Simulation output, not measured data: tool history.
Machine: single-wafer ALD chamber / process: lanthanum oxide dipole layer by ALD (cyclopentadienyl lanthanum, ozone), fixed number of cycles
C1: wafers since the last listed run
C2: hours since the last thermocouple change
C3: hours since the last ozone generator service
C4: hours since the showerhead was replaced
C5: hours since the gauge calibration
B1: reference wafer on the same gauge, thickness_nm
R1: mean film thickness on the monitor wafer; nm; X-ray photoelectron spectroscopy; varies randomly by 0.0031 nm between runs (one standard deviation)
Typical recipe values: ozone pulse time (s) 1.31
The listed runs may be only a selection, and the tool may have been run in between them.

Run 1, day 0: usual settings but ozone pulse time (s) 1.51; C1 0; C2 2580.1; C3 643.8; C4 4702.6; C5 324.6; B1 0.482. Result: R1 0.532 nm.
Run 2, day 1.071: usual settings; C1 344; C2 2605.8; C3 669.5; C4 4728.3; C5 350.3; B1 0.482. Result: R1 0.52 nm.
Run 3, day 2.646: usual settings; C1 506; C2 2643.6; C3 707.3; C4 4766.1; C5 388.1; B1 0.482. Result: R1 0.513 nm.
Run 4, day 4.171: usual settings; C1 490; C2 2680.2; C3 743.9; C4 4802.7; C5 424.7; B1 0.481. Result: R1 0.516 nm.
Run 5, day 5.612: usual settings but ozone pulse time (s) 1.16; C1 463; C2 2714.8; C3 778.5; C4 4837.3; C5 459.3; B1 0.482. Result: R1 0.491 nm.
Run 6, day 7.629: usual settings; C1 648; C2 2763.2; C3 826.9; C4 4885.7; C5 507.7; B1 0.482. Result: R1 0.508 nm.
Run 7, day 8.854: usual settings but ozone pulse time (s) 0.93; C1 394; C2 2792.6; C3 856.3; C4 4915.1; C5 537.1; B1 0.482. Result: R1 0.439 nm.
Run 8, day 10.304: usual settings but ozone pulse time (s) 0.93; C1 466; C2 2827.4; C3 891.1; C4 4949.9; C5 571.9; B1 0.481. Result: R1 0.444 nm.
Run 9, day 12.175: usual settings but ozone pulse time (s) 1.73; C1 601; C2 2872.3; C3 936; C4 4994.8; C5 616.8; B1 0.482. Result: R1 0.546 nm.
At day 13.8: gauge calibrated.
Run 10, day 13.983: usual settings but ozone pulse time (s) 1.73; C1 581; C2 2915.7; C3 979.4; C4 5038.2; C5 4.4; B1 0.482. Result: R1 0.539 nm.
Run 11, day 15.233: usual settings but ozone pulse time (s) 1.47; C1 402; C2 2945.7; C3 1009.4; C4 5068.2; C5 34.4; B1 0.482. Result: R1 0.516 nm.
Run 12, day 16.371: usual settings but ozone pulse time (s) 1.57; C1 365; C2 2973; C3 1036.7; C4 5095.5; C5 61.7; B1 0.482. Result: R1 0.529 nm.
Run 13, day 17.979: usual settings but ozone pulse time (s) 1.57; C1 517; C2 3011.6; C3 1075.3; C4 5134.1; C5 100.3; B1 0.482. Result: R1 0.522 nm.
Run 14, day 18.988: usual settings; C1 324; C2 3035.8; C3 1099.5; C4 5158.3; C5 124.5; B1 0.482. Result: R1 0.489 nm.
Run 15, day 20.879: usual settings; C1 608; C2 3081.2; C3 1144.9; C4 5203.7; C5 169.9; B1 0.482. Result: R1 0.491 nm.
At day 22.383: ozone generator serviced.
Run 16, day 23.288: usual settings; C1 667; C2 3139; C3 21.7; C4 5261.5; C5 227.7; B1 0.482. Result: R1 0.53 nm.
Run 17, day 24.304: usual settings but ozone pulse time (s) 1.84; C1 327; C2 3163.4; C3 46.1; C4 5285.9; C5 252.1; B1 0.483. Result: R1 0.557 nm.
At day 24.658: thermocouple changed; heater temperature recalibrated.
Run 18, day 26.275: usual settings but ozone pulse time (s) 1.07; C1 526; C2 38.8; C3 93.4; C4 5333.2; C5 299.4; B1 0.482. Result: R1 0.501 nm.
Run 19, day 29.188: usual settings but ozone pulse time (s) 1.04; C1 936; C2 108.7; C3 163.3; C4 5403.1; C5 369.3; B1 0.482. Result: R1 0.493 nm.
Run 20, day 30.571: usual settings but ozone pulse time (s) 0.91; C1 444; C2 141.9; C3 196.5; C4 5436.3; C5 402.5; B1 0.483. Result: R1 0.464 nm.
At day 33.858: showerhead replaced.
Run 21, day 33.879: usual settings but ozone pulse time (s) 0.8; C1 956; C2 221.3; C3 275.9; C4 0.5; C5 481.9; B1 0.482. Result: R1 0.442 nm.
Run 22, day 36.175: usual settings but ozone pulse time (s) 0.86; C1 738; C2 276.4; C3 331; C4 55.6; C5 537; B1 0.482. Result: R1 0.452 nm.
Run 23, day 37.579: usual settings; C1 451; C2 310.1; C3 364.7; C4 89.3; C5 570.7; B1 0.482. Result: R1 0.527 nm.
Run 24, day 38.933: usual settings but ozone pulse time (s) 1.53; C1 435; C2 342.6; C3 397.2; C4 121.8; C5 603.2; B1 0.482. Result: R1 0.54 nm.
Run 25, day 40.092: usual settings but ozone pulse time (s) 1.53; C1 372; C2 370.4; C3 425; C4 149.6; C5 631; B1 0.482. Result: R1 0.541 nm.
At day 40.921: gauge calibrated.
Run 26, day 42.442: usual settings but ozone pulse time (s) 1.77; C1 755; C2 426.8; C3 481.4; C4 206; C5 36.5; B1 0.482. Result: R1 0.555 nm.
Run 27, day 43.625: usual settings but ozone pulse time (s) 1.52; C1 380; C2 455.2; C3 509.8; C4 234.4; C5 64.9; B1 0.482. Result: R1 0.54 nm.
Run 28, day 45.779: usual settings but ozone pulse time (s) 1.56; C1 692; C2 506.9; C3 561.5; C4 286.1; C5 116.6; B1 0.482. Result: R1 0.545 nm.
Run 29, day 48.483: usual settings but ozone pulse time (s) 1.52; C1 869; C2 571.8; C3 626.4; C4 351; C5 181.5; B1 0.482. Result: R1 0.539 nm.
Run 30, day 51.354: usual settings but ozone pulse time (s) 1.18; C1 923; C2 640.7; C3 695.3; C4 419.9; C5 250.4; B1 0.482. Result: R1 0.504 nm.
Run 31, day 52.888: usual settings but ozone pulse time (s) 1.02; C1 493; C2 677.5; C3 732.1; C4 456.7; C5 287.2; B1 0.481. Result: R1 0.474 nm.
Run 32, day 54.312: usual settings but ozone pulse time (s) 0.97; C1 458; C2 711.7; C3 766.3; C4 490.9; C5 321.4; B1 0.483. Result: R1 0.461 nm.

Branching from run 32: 5 alternative next runs. What would each branch give?
Run A, day 54.329: usual settings; C1 5; C2 712.1; C3 766.7; C4 491.3; C5 321.8; B1 ?. Result: R1 ?.
Run B, day 54.329: usual settings but ozone pulse time (s) 1.83; C1 5; C2 712.1; C3 766.7; C4 491.3; C5 321.8; B1 ?. Result: R1 ?.
Run C, day 54.329: usual settings but ozone pulse time (s) 1.63; C1 5; C2 712.1; C3 766.7; C4 491.3; C5 321.8; B1 ?. Result: R1 ?.
Run D, day 54.329: usual settings but ozone pulse time (s) 1.5; C1 5; C2 712.1; C3 766.7; C4 491.3; C5 321.8; B1 ?. Result: R1 ?.
Run E, day 54.329: usual settings but ozone pulse time (s) 1.01; C1 5; C2 712.1; C3 766.7; C4 491.3; C5 321.8; B1 ?. Result: R1 ?.

run     B1     R1
  A  0.482  0.519
  B  0.482  0.556
  C  0.482  0.546
  D  0.482  0.537
  E  0.482  0.472
Had the tool no hidden state, the same runs would have come out as:
run     R1
  A  0.535
  B  0.563
  C  0.556
  D  0.549
  E  0.494

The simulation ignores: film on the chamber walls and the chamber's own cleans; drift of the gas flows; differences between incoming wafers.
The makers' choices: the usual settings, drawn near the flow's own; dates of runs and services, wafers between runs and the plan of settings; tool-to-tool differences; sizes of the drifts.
